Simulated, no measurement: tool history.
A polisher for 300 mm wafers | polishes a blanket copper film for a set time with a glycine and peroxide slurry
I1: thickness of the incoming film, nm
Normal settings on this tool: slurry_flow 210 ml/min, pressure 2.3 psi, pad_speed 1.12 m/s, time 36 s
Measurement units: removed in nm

run 1 hour=0.0 | slurry_flow=210 pressure=2.7 pad_speed=1.12 time=36 | I1=1121.6 | removed=220.4
run 2 hour=30.1 | slurry_flow=210 pressure=2.5 pad_speed=1.12 time=44 | I1=1093.8 | removed=253.3
run 3 hour=59.8 | slurry_flow=210 pressure=2.3 pad_speed=1.42 time=36 | I1=1115.6 | removed=236.4
run 4 hour=85.0 | slurry_flow=210 pressure=2.3 pad_speed=1.12 time=36 | I1=1127.6 | removed=195.3
run 5 hour=116.1 | slurry_flow=210 pressure=2.3 pad_speed=1.12 time=36 | I1=1110.8 | removed=193.0
run 6 hour=176.6 | slurry_flow=210 pressure=2.3 pad_speed=1.12 time=36 | I1=1129.6 | removed=191.9
run 7 hour=210.8 | slurry_flow=210 pressure=2.3 pad_speed=1.12 time=36 | I1=1092.7 | removed=195.5
run 8 hour=275.7 | slurry_flow=210 pressure=2.3 pad_speed=1.12 time=36 | I1=1102.3 | removed=190.9
-- hour=309.5 worn pad replaced by a new one
run 9 hour=327.4 | slurry_flow=165 pressure=2.3 pad_speed=1.12 time=39 | I1=1109.8 | removed=203.7
-- hour=340.8 slurry nozzle cleaned
run 10 hour=479.3 | slurry_flow=210 pressure=2.3 pad_speed=1.12 time=36 | I1=1120.1 | removed=192.4
run 11 hour=545.3 | slurry_flow=210 pressure=2.3 pad_speed=1.12 time=36 | I1=1112.3 | removed=196.0
-- hour=606.4 head pressure recalibrated
run 12 hour=616.0 | slurry_flow=210 pressure=2.3 pad_speed=1.12 time=36 | I1=1106.9 | removed=192.5
run 13 hour=678.2 | slurry_flow=210 pressure=2.3 pad_speed=1.12 time=36 | I1=1110.9 | removed=193.5
-- hour=712.2 slurry nozzle cleaned
-- hour=728.7 worn pad replaced by a new one
run 14 hour=822.9 | slurry_flow=210 pressure=2.3 pad_speed=1.12 time=36 | I1=1096.9 | removed=191.9
run 15 hour=868.3 | slurry_flow=210 pressure=2.3 pad_speed=1.12 time=36 | I1=1130.8 | removed=192.3
run 16 hour=923.7 | slurry_flow=210 pressure=2.3 pad_speed=1.12 time=36 | I1=1121.5 | removed=193.4
run 17 hour=973.3 | slurry_flow=210 pressure=2.3 pad_speed=1.32 time=36 | I1=1085.1 | removed=221.5
run 18 hour=1043.0 | slurry_flow=210 pressure=2.3 pad_speed=1.12 time=36 | I1=1127.6 | removed=191.7
run 19 hour=1098.4 | slurry_flow=210 pressure=2.3 pad_speed=1.12 time=36 | I1=1099.3 | removed=192.8
-- hour=1147.1 slurry nozzle cleaned
-- hour=1152.1 worn pad replaced by a new one
run 20 hour=1161.1 | slurry_flow=210 pressure=2.3 pad_speed=1.12 time=36 | I1=1088.7 | removed=193.2
run 21 hour=1230.1 | slurry_flow=175 pressure=3.0 pad_speed=0.88 time=41 | I1=1115.8 | removed=216.8
run 22 hour=1288.0 | slurry_flow=210 pressure=2.3 pad_speed=1.12 time=28 | I1=1104.5 | removed=151.8
run 23 hour=1320.1 | slurry_flow=210 pressure=2.3 pad_speed=1.12 time=27 | I1=1098.0 | removed=145.3
run 24 hour=1372.0 | slurry_flow=210 pressure=2.3 pad_speed=1.30 time=36 | I1=1102.6 | removed=219.9
run 25 hour=1438.6 | slurry_flow=210 pressure=1.5 pad_speed=1.12 time=36 | I1=1122.8 | removed=142.5
-- hour=1445.3 head pressure recalibrated
run 26 hour=1468.3 | slurry_flow=210 pressure=2.5 pad_speed=1.12 time=44 | I1=1106.1 | removed=254.0
run 27 hour=1513.3 | slurry_flow=170 pressure=2.0 pad_speed=1.46 time=36 | I1=1108.3 | removed=209.4
-- hour=1560.4 worn pad replaced by a new one
run 28 hour=1578.5 | slurry_flow=210 pressure=1.8 pad_speed=1.00 time=36 | I1=1123.8 | removed=149.4
-- hour=1586.7 slurry nozzle cleaned
run 29 hour=1649.8 | slurry_flow=210 pressure=2.3 pad_speed=1.12 time=36 | I1=1098.2 | removed=193.9
run 30 hour=1717.3 | slurry_flow=210 pressure=2.3 pad_speed=1.12 time=30 | I1=1101.0 | removed=159.3
run 31 hour=1768.0 | slurry_flow=190 pressure=2.0 pad_speed=1.12 time=36 | I1=1129.7 | removed=170.9
run 32 hour=1795.6 | slurry_flow=210 pressure=2.3 pad_speed=1.12 time=36 | I1=1098.7 | removed=193.3
run 33 hour=1859.5 | slurry_flow=210 pressure=2.3 pad_speed=1.12 time=36 | I1=1116.0 | removed=197.2
run 34 hour=1926.3 | slurry_flow=230 pressure=2.3 pad_speed=0.84 time=30 | I1=1117.0 | removed=130.5
run 35 hour=1953.1 | slurry_flow=175 pressure=2.6 pad_speed=1.40 time=36 | I1=1110.5 | removed=250.4
run 36 hour=1987.2 | slurry_flow=210 pressure=2.3 pad_speed=1.12 time=36 | I1=1120.0 | removed=194.0
-- hour=2004.9 slurry nozzle cleaned
-- hour=2033.5 worn pad replaced by a new one
run 37 hour=2057.4 | slurry_flow=210 pressure=2.3 pad_speed=1.12 time=36 | I1=1112.9 | removed=195.6
run 38 hour=2083.2 | slurry_flow=210 pressure=2.3 pad_speed=1.12 time=36 | I1=1114.3 | removed=193.0

Consider 3 possible next runs. They are alternatives, not a sequence: every one starts from the tool as it was left by run 38. What does each give?
run A hour=2083.6 | slurry_flow=210 pressure=2.3 pad_speed=1.46 time=36 | I1=1098.3 | removed=?
run B hour=2083.6 | slurry_flow=145 pressure=2.3 pad_speed=1.12 time=44 | I1=1098.3 | removed=?
run C hour=2083.6 | slurry_flow=285 pressure=3.0 pad_speed=1.12 time=36 | I1=1098.3 | removed=?

run=A removed=243.3
run=B removed=225.9
run=C removed=248.5
Had the tool no hidden state, the same runs would have come out as:
run=A removed=243.3
run=B removed=225.9
run=C removed=248.5
